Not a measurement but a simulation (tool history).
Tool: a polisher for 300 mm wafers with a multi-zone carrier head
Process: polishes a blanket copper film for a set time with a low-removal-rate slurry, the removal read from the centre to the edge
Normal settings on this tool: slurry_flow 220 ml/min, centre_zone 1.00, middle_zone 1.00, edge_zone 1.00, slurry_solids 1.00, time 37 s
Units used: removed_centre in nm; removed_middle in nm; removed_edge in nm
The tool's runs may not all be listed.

run	hour	slurry_flow	centre_zone	middle_zone	edge_zone	slurry_solids	time	wafers since the last listed run	wafers polished on this pad	hours since the slurry nozzle was cleaned	hours since the centre zone pressure was calibrated	hours since the edge zone pressure was calibrated	hours since the carrier head's membrane was replaced	incoming thickness of the incoming film, nm	removed_centre	removed_middle	removed_edge
1	0.0	220	1.00	1.00	0.93	1.00	37	0	1536	91.4	330.1	1134.5	769.1	1383.5	172.0	167.0	168.2
2	91.5	220	1.00	1.00	0.93	1.00	37	620	2156	182.9	421.6	1226.0	860.6	1403.6	166.5	162.4	164.9
# hour 146.1: worn pad replaced by a new one
3	150.7	255	1.00	1.00	1.00	1.10	37	374	30	242.1	480.8	1285.2	919.8	1417.7	176.2	168.5	172.3
# hour 172.1: centre zone pressure recalibrated
4	189.3	255	1.00	1.00	1.00	1.10	37	248	279	280.7	17.2	1323.8	958.4	1415.3	167.4	163.8	172.7
5	230.2	255	1.00	1.00	1.00	1.10	37	277	556	321.6	58.1	1364.7	999.3	1388.6	162.2	162.9	168.9
# hour 252.6: slurry nozzle cleaned
6	318.1	220	1.00	1.00	1.00	1.00	37	589	1146	65.5	146.0	1452.6	1087.2	1389.6	174.3	168.7	172.7
7	396.3	220	1.00	1.00	1.00	1.00	37	530	1676	143.7	224.2	1530.8	1165.4	1427.9	167.7	162.6	170.8
8	440.1	180	1.06	1.00	1.00	1.00	37	297	1973	187.5	268.0	1574.6	1209.2	1420.6	169.2	155.7	165.9
# hour 472.7: edge zone pressure recalibrated
# hour 541.7: worn pad replaced by a new one
9	550.2	180	1.06	1.00	1.00	1.00	37	706	57	297.6	378.1	77.5	1319.3	1435.0	157.2	148.8	158.9
# hour 596.4: carrier head's membrane replaced by a new one
10	621.4	220	1.00	1.00	1.00	1.00	37	449	506	368.8	449.3	148.7	25.0	1422.0	155.4	150.4	159.9
# hour 660.4: slurry nozzle cleaned
# hour 706.0: centre zone pressure recalibrated
11	723.8	220	1.08	1.09	1.00	1.00	45	674	1181	63.4	17.8	251.1	127.4	1409.5	220.7	212.5	205.7
12	809.7	200	1.10	1.08	1.11	1.00	37	582	1763	149.3	103.7	337.0	213.3	1430.3	177.5	165.1	173.8
13	857.8	220	1.00	1.00	1.00	1.30	37	326	2090	197.4	151.8	385.1	261.4	1416.1	171.9	161.5	174.2
# hour 865.1: worn pad replaced by a new one
14	910.4	220	1.00	0.97	0.88	0.85	37	329	307	250.0	204.4	437.7	314.0	1416.9	150.0	146.6	149.7
15	961.5	220	1.00	1.08	1.00	1.00	37	346	654	301.1	255.5	488.8	365.1	1417.1	154.9	156.8	159.7
16	1067.5	220	1.00	1.04	1.00	1.00	37	718	1373	407.1	361.5	594.8	471.1	1395.4	137.9	144.3	152.1
# hour 1069.6: slurry nozzle cleaned
# hour 1111.8: centre zone pressure recalibrated
17	1158.1	220	1.00	1.00	1.08	1.25	28	594	1967	88.5	46.3	685.4	561.7	1421.1	135.1	131.2	140.7
18	1223.8	220	1.09	1.00	1.00	1.15	37	445	2412	154.2	112.0	751.1	627.4	1390.8	187.2	167.6	176.9
# hour 1241.6: worn pad replaced by a new one
19	1285.7	220	1.00	1.00	1.00	1.00	37	392	299	216.1	173.9	813.0	689.3	1413.6	164.9	159.3	169.2
20	1391.0	270	1.00	1.00	1.11	0.90	48	714	1013	321.4	279.2	918.3	794.6	1385.3	213.7	209.7	227.9
# hour 1416.9: slurry nozzle cleaned
21	1435.1	220	1.00	1.00	1.00	1.00	37	292	1305	18.2	323.3	962.4	838.7	1381.4	171.6	167.1	174.4
# hour 1577.5: worn pad replaced by a new one
# hour 1594.2: centre zone pressure recalibrated
22	1725.1	270	1.00	1.00	1.05	1.00	37	1926	987	308.2	130.9	1252.4	1128.7	1409.3	169.2	161.0	173.0

Predict each of these 3 candidate next runs independently; none follows another, all start after run 22:
A	1725.5	220	1.07	1.00	1.00	1.00	37	2	990	308.6	131.3	1252.8	1129.1	1394.0	?	?	?
B	1725.5	220	0.94	1.00	1.05	1.00	37	2	990	308.6	131.3	1252.8	1129.1	1394.0	?	?	?
C	1725.5	270	1.00	1.00	1.00	1.00	37	2	990	308.6	131.3	1252.8	1129.1	1394.0	?	?	?

run	removed_centre	removed_middle	removed_edge
A	170.4	155.9	161.9
B	149.5	156.0	165.8
C	167.1	162.8	167.0
Stripped of hidden state, with their random variation kept, the same runs would have yielded:
run	removed_centre	removed_middle	removed_edge
A	188.9	170.8	173.1
B	165.8	170.9	177.2
C	181.5	175.3	176.4

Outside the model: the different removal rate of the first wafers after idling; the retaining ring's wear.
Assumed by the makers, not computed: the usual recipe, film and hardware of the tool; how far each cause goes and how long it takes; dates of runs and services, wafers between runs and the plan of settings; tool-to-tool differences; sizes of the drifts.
